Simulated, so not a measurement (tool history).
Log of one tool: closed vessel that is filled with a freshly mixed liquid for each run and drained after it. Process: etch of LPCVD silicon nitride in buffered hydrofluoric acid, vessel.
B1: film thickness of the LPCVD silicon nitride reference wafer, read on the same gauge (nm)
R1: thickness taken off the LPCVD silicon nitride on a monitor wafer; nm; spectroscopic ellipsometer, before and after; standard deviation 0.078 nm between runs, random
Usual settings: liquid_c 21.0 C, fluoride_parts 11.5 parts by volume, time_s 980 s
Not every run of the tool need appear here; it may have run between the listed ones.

Run 1, hour 0.0: usual settings; B1 140.01. Result: R1 10.29 nm.
Run 2, hour 60.4: usual settings but fluoride_parts 14.0 parts by volume; B1 140.00. Result: R1 8.52 nm.
At hour 89.2: gauge calibrated.
Run 3, hour 108.1: usual settings but fluoride_parts 14.0 parts by volume; B1 139.99. Result: R1 8.51 nm.
Run 4, hour 148.7: usual settings but fluoride_parts 14.0 parts by volume; B1 139.98. Result: R1 8.60 nm.
Run 5, hour 335.8: usual settings; B1 139.99. Result: R1 10.54 nm.
Run 6, hour 367.2: usual settings but fluoride_parts 13.5 parts by volume; B1 140.00. Result: R1 8.78 nm.
Run 7, hour 393.2: usual settings but fluoride_parts 13.5 parts by volume; B1 140.01. Result: R1 8.88 nm.
Run 8, hour 448.3: usual settings but fluoride_parts 13.5 parts by volume; B1 140.03. Result: R1 8.94 nm.
Run 9, hour 510.9: usual settings; B1 140.02. Result: R1 10.49 nm.
At hour 626.6: hydrofluoric acid flow meter replaced.
Run 10, hour 631.2: usual settings; B1 139.97. Result: R1 10.35 nm.
Run 11, hour 657.6: usual settings but liquid_c 18.5 C, fluoride_parts 10.0 parts by volume, time_s 1550 s; B1 140.01. Result: R1 16.27 nm.
Run 12, hour 712.2: usual settings; B1 140.00. Result: R1 10.33 nm.
Run 13, hour 760.1: usual settings but time_s 690 s; B1 140.02. Result: R1 7.38 nm.
At hour 766.6: thermometer replaced.
Run 14, hour 808.5: usual settings but liquid_c 19.0 C, fluoride_parts 14.0 parts by volume, time_s 1170 s; B1 140.02. Result: R1 9.27 nm.
Run 15, hour 834.1: usual settings but fluoride_parts 14.0 parts by volume; B1 140.00. Result: R1 8.73 nm.
Run 16, hour 905.8: usual settings; B1 139.99. Result: R1 10.39 nm.
Run 17, hour 957.7: usual settings but time_s 735 s; B1 139.99. Result: R1 7.81 nm.
Run 18, hour 1009.1: usual settings; B1 139.99. Result: R1 10.34 nm.
Run 19, hour 1070.9: usual settings but liquid_c 24.0 C, fluoride_parts 13.0 parts by volume, time_s 735 s; B1 139.98. Result: R1 8.19 nm.
Run 20, hour 1130.0: usual settings but liquid_c 25.0 C, fluoride_parts 8.5 parts by volume, time_s 645 s; B1 140.00. Result: R1 11.17 nm.
Run 21, hour 1188.0: usual settings but liquid_c 17.0 C; B1 139.98. Result: R1 8.30 nm.
Run 22, hour 1229.3: usual settings but time_s 1320 s; B1 140.01. Result: R1 14.03 nm.
Run 23, hour 1271.6: usual settings but liquid_c 26.0 C; B1 139.99. Result: R1 13.67 nm.
Run 24, hour 1312.0: usual settings but fluoride_parts 9.0 parts by volume; B1 140.00. Result: R1 12.82 nm.
Run 25, hour 1340.7: usual settings but liquid_c 18.5 C, fluoride_parts 9.0 parts by volume, time_s 640 s; B1 140.01. Result: R1 7.13 nm.
Run 26, hour 1399.3: usual settings but time_s 660 s; B1 139.99. Result: R1 7.03 nm.
Run 27, hour 1441.9: usual settings but fluoride_parts 13.0 parts by volume; B1 140.00. Result: R1 9.17 nm.
At hour 1459.4: hydrofluoric acid flow meter replaced.
Run 28, hour 1488.4: usual settings but liquid_c 17.5 C, fluoride_parts 16.0 parts by volume, time_s 1265 s; B1 140.02. Result: R1 8.09 nm.
Run 29, hour 1546.8: usual settings but time_s 1300 s; B1 139.99. Result: R1 13.93 nm.
Run 30, hour 1608.8: usual settings but time_s 1300 s; B1 140.00. Result: R1 13.88 nm.
Run 31, hour 1678.6: usual settings but liquid_c 25.0 C, fluoride_parts 9.0 parts by volume, time_s 1455 s; B1 139.98. Result: R1 23.67 nm.
Run 32, hour 1717.2: usual settings but fluoride_parts 14.5 parts by volume; B1 139.98. Result: R1 8.33 nm.

Forecast each of these 4 alternatives for the next run:
Run A, hour 1718.1: usual settings but time_s 1435 s; B1 ?. Result: R1 ?.
Run B, hour 1718.1: usual settings but liquid_c 23.0 C; B1 ?. Result: R1 ?.
Run C, hour 1718.1: usual settings but fluoride_parts 15.5 parts by volume, time_s 1330 s; B1 ?. Result: R1 ?.
Run D, hour 1718.1: usual settings but liquid_c 23.0 C, fluoride_parts 16.0 parts by volume; B1 ?. Result: R1 ?.

run      B1     R1
  A  139.99  15.26
  B  139.99  11.64
  C  139.99  10.56
  D  139.99   8.42
Stripped of hidden state, with their random variation kept, the same runs would have yielded:
run     R1
  A  15.26
  B  11.64
  C  10.56
  D   8.42

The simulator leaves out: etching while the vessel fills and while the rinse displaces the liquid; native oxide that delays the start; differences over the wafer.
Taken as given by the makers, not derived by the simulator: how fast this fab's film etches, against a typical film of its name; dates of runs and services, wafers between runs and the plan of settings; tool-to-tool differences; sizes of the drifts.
